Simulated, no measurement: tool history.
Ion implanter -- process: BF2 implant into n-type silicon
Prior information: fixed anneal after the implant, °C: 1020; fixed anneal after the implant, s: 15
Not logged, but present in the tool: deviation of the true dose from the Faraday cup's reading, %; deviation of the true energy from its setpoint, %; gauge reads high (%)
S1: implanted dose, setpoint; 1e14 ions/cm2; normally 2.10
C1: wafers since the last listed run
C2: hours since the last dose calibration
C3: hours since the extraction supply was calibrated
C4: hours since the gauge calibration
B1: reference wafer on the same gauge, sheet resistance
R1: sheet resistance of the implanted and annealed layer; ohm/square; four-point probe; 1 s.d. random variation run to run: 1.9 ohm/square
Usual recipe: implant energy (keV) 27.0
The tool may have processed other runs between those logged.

{"run": 1, "hour": 0.0, "S1": 2.1, "implant energy (keV)": 27.0, "C1": 0, "C2": 2061.1, "C3": 4226.0, "C4": 151.3, "B1": 460.67, "R1": 494.73}
{"run": 2, "hour": 10.6, "S1": 2.1, "implant energy (keV)": 27.0, "C1": 353, "C2": 2071.7, "C3": 4236.6, "C4": 161.9, "B1": 461.53, "R1": 495.1}
{"run": 3, "hour": 24.6, "S1": 2.28, "implant energy (keV)": 27.0, "C1": 466, "C2": 2085.7, "C3": 4250.6, "C4": 175.9, "B1": 460.77, "R1": 461.18}
{"run": 4, "hour": 32.2, "S1": 2.28, "implant energy (keV)": 27.0, "C1": 253, "C2": 2093.3, "C3": 4258.2, "C4": 183.5, "B1": 461.67, "R1": 459.96}
{"run": 5, "hour": 42.0, "S1": 2.28, "implant energy (keV)": 27.0, "C1": 326, "C2": 2103.1, "C3": 4268.0, "C4": 193.3, "B1": 461.14, "R1": 462.55}
{"run": 6, "hour": 52.6, "S1": 2.1, "implant energy (keV)": 27.0, "C1": 353, "C2": 2113.7, "C3": 4278.6, "C4": 203.9, "B1": 461.28, "R1": 490.54}
{"run": 7, "hour": 59.5, "S1": 2.1, "implant energy (keV)": 27.0, "C1": 229, "C2": 2120.6, "C3": 4285.5, "C4": 210.8, "B1": 461.88, "R1": 494.36}
{"run": 8, "hour": 76.1, "S1": 2.1, "implant energy (keV)": 27.0, "C1": 553, "C2": 2137.2, "C3": 4302.1, "C4": 227.4, "B1": 460.93, "R1": 494.8}
{"run": 9, "hour": 92.2, "S1": 2.1, "implant energy (keV)": 27.0, "C1": 536, "C2": 2153.3, "C3": 4318.2, "C4": 243.5, "B1": 461.3, "R1": 492.89}
{"run": 10, "hour": 110.0, "S1": 2.1, "implant energy (keV)": 27.0, "C1": 593, "C2": 2171.1, "C3": 4336.0, "C4": 261.3, "B1": 461.59, "R1": 493.79}
{"run": 11, "hour": 118.6, "S1": 2.1, "implant energy (keV)": 27.0, "C1": 286, "C2": 2179.7, "C3": 4344.6, "C4": 269.9, "B1": 460.68, "R1": 491.09}
{"run": 12, "hour": 133.5, "S1": 2.47, "implant energy (keV)": 27.0, "C1": 496, "C2": 2194.6, "C3": 4359.5, "C4": 284.8, "B1": 461.06, "R1": 431.72}
{"run": 13, "hour": 144.0, "S1": 2.47, "implant energy (keV)": 27.0, "C1": 349, "C2": 2205.1, "C3": 4370.0, "C4": 295.3, "B1": 460.5, "R1": 431.74}
{"hour": 152.3, "done": "Faraday cup replaced and dose calibrated"}
{"run": 14, "hour": 153.5, "S1": 2.47, "implant energy (keV)": 27.0, "C1": 49, "C2": 1.2, "C3": 4379.5, "C4": 304.8, "B1": 460.44, "R1": 432.57}
{"hour": 159.8, "done": "gauge calibrated"}
{"run": 15, "hour": 166.9, "S1": 2.1, "implant energy (keV)": 27.0, "C1": 446, "C2": 14.6, "C3": 4392.9, "C4": 7.1, "B1": 460.95, "R1": 492.84}
{"run": 16, "hour": 173.8, "S1": 2.1, "implant energy (keV)": 27.0, "C1": 229, "C2": 21.5, "C3": 4399.8, "C4": 14.0, "B1": 461.66, "R1": 494.58}
{"run": 17, "hour": 184.7, "S1": 2.1, "implant energy (keV)": 27.0, "C1": 363, "C2": 32.4, "C3": 4410.7, "C4": 24.9, "B1": 460.79, "R1": 492.6}
{"run": 18, "hour": 195.6, "S1": 1.72, "implant energy (keV)": 24.0, "C1": 363, "C2": 43.3, "C3": 4421.6, "C4": 35.8, "B1": 461.44, "R1": 591.83}
{"run": 19, "hour": 209.9, "S1": 2.35, "implant energy (keV)": 27.0, "C1": 476, "C2": 57.6, "C3": 4435.9, "C4": 50.1, "B1": 461.32, "R1": 449.83}
{"run": 20, "hour": 217.2, "S1": 2.1, "implant energy (keV)": 27.0, "C1": 243, "C2": 64.9, "C3": 4443.2, "C4": 57.4, "B1": 460.91, "R1": 489.56}
{"run": 21, "hour": 223.5, "S1": 1.62, "implant energy (keV)": 33.0, "C1": 209, "C2": 71.2, "C3": 4449.5, "C4": 63.7, "B1": 460.95, "R1": 597.99}
{"run": 22, "hour": 235.4, "S1": 1.62, "implant energy (keV)": 32.5, "C1": 396, "C2": 83.1, "C3": 4461.4, "C4": 75.6, "B1": 461.07, "R1": 600.2}
{"run": 23, "hour": 246.7, "S1": 2.41, "implant energy (keV)": 27.0, "C1": 376, "C2": 94.4, "C3": 4472.7, "C4": 86.9, "B1": 460.95, "R1": 439.59}
{"hour": 263.0, "done": "extraction supply calibrated"}
{"run": 24, "hour": 263.5, "S1": 2.72, "implant energy (keV)": 19.5, "C1": 293, "C2": 111.2, "C3": 0.5, "C4": 103.7, "B1": 460.72, "R1": 410.4}
{"run": 25, "hour": 276.1, "S1": 1.49, "implant energy (keV)": 18.0, "C1": 419, "C2": 123.8, "C3": 13.1, "C4": 116.3, "B1": 461.23, "R1": 689.83}
{"run": 26, "hour": 287.7, "S1": 2.66, "implant energy (keV)": 27.0, "C1": 386, "C2": 135.4, "C3": 24.7, "C4": 127.9, "B1": 460.76, "R1": 406.79}
{"run": 27, "hour": 303.3, "S1": 2.65, "implant energy (keV)": 27.0, "C1": 519, "C2": 151.0, "C3": 40.3, "C4": 143.5, "B1": 461.75, "R1": 403.33}
{"run": 28, "hour": 310.0, "S1": 2.1, "implant energy (keV)": 20.0, "C1": 223, "C2": 157.7, "C3": 47.0, "C4": 150.2, "B1": 460.85, "R1": 508.08}
{"run": 29, "hour": 317.5, "S1": 2.1, "implant energy (keV)": 27.0, "C1": 249, "C2": 165.2, "C3": 54.5, "C4": 157.7, "B1": 460.76, "R1": 494.18}
{"run": 30, "hour": 334.7, "S1": 2.1, "implant energy (keV)": 27.0, "C1": 573, "C2": 182.4, "C3": 71.7, "C4": 174.9, "B1": 460.7, "R1": 493.55}
{"run": 31, "hour": 350.5, "S1": 2.1, "implant energy (keV)": 27.0, "C1": 526, "C2": 198.2, "C3": 87.5, "C4": 190.7, "B1": 460.84, "R1": 491.83}
{"run": 32, "hour": 359.8, "S1": 2.1, "implant energy (keV)": 27.0, "C1": 309, "C2": 207.5, "C3": 96.8, "C4": 200.0, "B1": 460.47, "R1": 496.79}
{"run": 33, "hour": 376.4, "S1": 2.1, "implant energy (keV)": 27.0, "C1": 553, "C2": 224.1, "C3": 113.4, "C4": 216.6, "B1": 461.22, "R1": 495.12}
{"run": 34, "hour": 384.1, "S1": 2.27, "implant energy (keV)": 27.0, "C1": 256, "C2": 231.8, "C3": 121.1, "C4": 224.3, "B1": 461.14, "R1": 460.67}

Predict each of these 3 candidate next runs independently; none follows another, all start after run 34:
{"run": "A", "hour": 384.5, "S1": 2.1, "implant energy (keV)": 27.0, "C1": 13, "C2": 232.2, "C3": 121.5, "C4": 224.7, "B1": "?", "R1": "?"}
{"run": "B", "hour": 384.5, "S1": 2.33, "implant energy (keV)": 18.5, "C1": 13, "C2": 232.2, "C3": 121.5, "C4": 224.7, "B1": "?", "R1": "?"}
{"run": "C", "hour": 384.5, "S1": 2.44, "implant energy (keV)": 18.0, "C1": 13, "C2": 232.2, "C3": 121.5, "C4": 224.7, "B1": "?", "R1": "?"}

run=A B1=460.71 R1=494.35
run=B B1=460.71 R1=469.77
run=C B1=460.71 R1=452.97
Stripped of hidden state, with their random variation kept, the same runs would have yielded:
run=A R1=494.35
run=B R1=469.77
run=C R1=452.97

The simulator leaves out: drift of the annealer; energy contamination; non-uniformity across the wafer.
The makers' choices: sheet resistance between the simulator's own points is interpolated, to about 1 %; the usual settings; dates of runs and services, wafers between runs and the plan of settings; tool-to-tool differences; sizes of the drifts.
